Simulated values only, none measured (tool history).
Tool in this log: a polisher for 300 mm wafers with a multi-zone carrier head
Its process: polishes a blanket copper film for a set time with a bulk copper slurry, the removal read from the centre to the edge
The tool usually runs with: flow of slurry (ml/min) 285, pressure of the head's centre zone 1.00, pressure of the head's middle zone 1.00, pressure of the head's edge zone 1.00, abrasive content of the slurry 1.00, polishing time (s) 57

run,day,flow of slurry (ml/min),pressure of the head's centre zone,pressure of the head's middle zone,pressure of the head's edge zone,abrasive content of the slurry,polishing time (s),wafers since the last listed run,wafers polished on this pad,hours since the slurry nozzle was cleaned,hours since the centre zone pressure was calibrated,hours since the edge zone pressure was calibrated,hours since the carrier head's membrane was replaced,"incoming thickness of the incoming film, nm",film removed at the wafer's centre (nm),film removed at mid-radius (nm),film removed at the wafer's edge (nm)
1,0.000,285,1.00,1.00,1.00,1.00,57,0,619,471.6,1304.6,602.8,1728.2,2376.0,373.1,337.4,331.1
2,1.746,285,1.00,1.00,1.00,1.00,57,541,1160,513.5,1346.5,644.7,1770.1,2360.8,371.4,333.5,326.6
3,2.275,285,1.00,1.00,1.00,1.00,57,164,1324,526.2,1359.2,657.4,1782.8,2361.9,370.3,331.3,321.2
# day 2.854: worn pad replaced by a new one
4,2.892,285,1.00,1.00,1.00,1.00,57,139,10,541.0,1374.0,672.2,1797.6,2331.9,418.1,381.4,362.8
# day 3.717: centre zone pressure recalibrated
5,4.246,285,1.00,1.00,1.00,1.00,57,393,404,573.5,12.7,704.7,1830.1,2405.6,352.3,354.4,341.9
6,5.592,285,1.00,1.00,1.00,1.00,57,417,822,605.8,45.0,737.0,1862.4,2355.4,333.7,342.1,332.1
7,6.183,285,1.00,1.00,1.00,1.00,57,183,1005,620.0,59.2,751.2,1876.6,2344.9,337.0,340.6,333.2
8,7.146,285,0.89,1.00,1.00,1.00,57,298,1303,643.1,82.3,774.3,1899.7,2418.4,300.9,333.9,327.9
# day 7.496: edge zone pressure recalibrated
# day 7.796: worn pad replaced by a new one
9,7.946,285,1.00,1.00,1.00,1.00,57,170,45,662.3,101.5,10.8,1918.9,2370.7,370.7,372.6,361.1
10,8.700,285,0.90,1.00,1.03,0.85,57,233,279,680.4,119.6,28.9,1937.0,2332.4,312.4,355.9,343.1
11,9.425,285,1.07,1.00,1.00,1.00,57,224,504,697.8,137.0,46.3,1954.4,2404.6,381.0,350.5,347.5
12,10.600,285,1.00,1.00,1.00,1.00,57,364,868,726.0,165.2,74.5,1982.6,2337.0,337.3,340.3,334.1
# day 11.121: carrier head's membrane replaced by a new one
13,12.062,285,1.00,1.00,1.00,1.00,57,388,1257,761.1,200.3,109.6,22.6,2373.1,333.7,340.1,328.4
# day 13.788: worn pad replaced by a new one
# day 15.604: slurry nozzle cleaned
14,16.517,375,1.00,1.00,1.00,1.00,57,1316,832,21.9,307.2,216.5,129.5,2390.3,347.8,342.6,331.1
15,17.367,285,1.00,0.88,1.11,0.70,65,263,1096,42.3,327.6,236.9,149.9,2387.7,360.2,317.2,359.7
16,18.242,285,0.91,1.00,1.00,0.75,57,271,1367,63.3,348.6,257.9,170.9,2320.0,292.4,308.8,303.2
# day 18.679: worn pad replaced by a new one
17,19.717,285,1.00,1.00,1.00,1.00,57,405,321,98.7,384.0,293.3,206.3,2368.8,371.0,358.1,356.6
18,20.375,370,1.00,1.00,1.00,1.10,57,204,525,114.5,399.8,309.1,222.1,2381.7,377.0,358.0,350.0
19,21.467,285,0.91,1.00,0.96,1.00,57,338,863,140.7,426.0,335.3,248.3,2346.9,318.9,344.0,331.1
20,22.379,285,1.00,1.00,1.00,1.00,42,282,1146,162.6,447.9,357.2,270.2,2390.8,258.0,247.2,242.6

Branching from run 20: 5 alternative next runs. What would each branch give?
A,22.396,285,1.00,1.00,1.00,1.00,57,5,1151,163.0,448.3,357.6,270.6,2340.6,?,?,?
B,22.396,285,1.00,1.09,1.00,1.00,57,5,1151,163.0,448.3,357.6,270.6,2340.6,?,?,?
C,22.396,285,0.88,1.00,0.92,1.00,74,5,1151,163.0,448.3,357.6,270.6,2340.6,?,?,?
D,22.396,320,1.00,1.00,1.00,1.00,70,5,1151,163.0,448.3,357.6,270.6,2340.6,?,?,?
E,22.396,285,0.92,0.89,1.00,1.00,57,5,1151,163.0,448.3,357.6,270.6,2340.6,?,?,?

run,film removed at the wafer's centre (nm),film removed at mid-radius (nm),film removed at the wafer's edge (nm)
A,347.4,340.0,330.9
B,347.6,365.8,330.5
C,396.6,441.7,419.1
D,431.0,421.4,409.2
E,319.2,308.5,331.4
With the hidden condition removed and each run's random variation left untouched, the same runs would have given:
run,film removed at the wafer's centre (nm),film removed at mid-radius (nm),film removed at the wafer's edge (nm)
A,379.4,381.9,371.7
B,379.6,410.9,371.2
C,433.0,496.2,470.7
D,470.6,473.3,459.6
E,348.5,346.6,372.2
